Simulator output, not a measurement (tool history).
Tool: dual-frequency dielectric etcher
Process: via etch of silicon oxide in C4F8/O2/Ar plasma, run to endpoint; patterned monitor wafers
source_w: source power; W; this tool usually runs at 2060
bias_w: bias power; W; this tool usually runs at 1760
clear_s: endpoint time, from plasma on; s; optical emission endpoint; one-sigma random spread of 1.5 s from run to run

run	hour	source_w	bias_w	incoming incoming film thickness, nm	clear_s
1	0	2060	2073	967.5	206.9
2	57.7	2060	2073	967.2	207.9
3	123.8	2060	1760	953.7	213.2
4	148.2	2060	1760	957.9	214.4
5	197.5	2060	1760	957.7	214.2
6	224.8	2060	1760	953.9	217.7
7	252.1	2060	1760	958	220.3
# hour 304.1: wet clean of the chamber
8	315.5	2060	1760	960.9	204.7
9	371.1	2060	1760	965.8	209.4
10	414.9	2060	1656	955.1	212.3
11	458.5	2060	1656	960.8	213.8
12	511.4	2060	1885	960.9	204
13	550.7	2060	2103	954.4	196.7
# hour 598.7: bias power generator calibrated
14	611.5	2060	1760	961.8	217.1
# hour 645.2: source power generator calibrated
15	661.7	2060	1760	954.2	211.6
16	756.3	1630	2033	950.4	232.5
17	795.6	2290	2186	955.4	189
18	841	2530	1760	952.8	196.5
# hour 914.1: upper electrode replaced
# hour 924.1: wet clean of the chamber
19	924.6	2060	1457	963.3	221.6
20	952.2	2340	1760	953.6	192.1
21	989.8	1630	2033	964.8	229.2
22	1038.3	2060	1591	959.5	215
23	1102.7	2350	1760	958.9	196.4
24	1163.5	2470	1524	956.5	198.2

What if the next run were any one of these 4? Each begins from the tool's condition after run 24:
A	1164	2280	1760	958	?
B	1164	1880	1934	958	?
C	1164	2210	2055	958	?
D	1164	1770	2026	958	?

run	clear_s
A	201.4
B	217.1
C	195.3
D	221.3
The same runs, with their run-to-run variation unchanged, on a tool lacking any hidden condition would have given:
run	clear_s
A	198
B	213.4
C	192.1
D	217.6
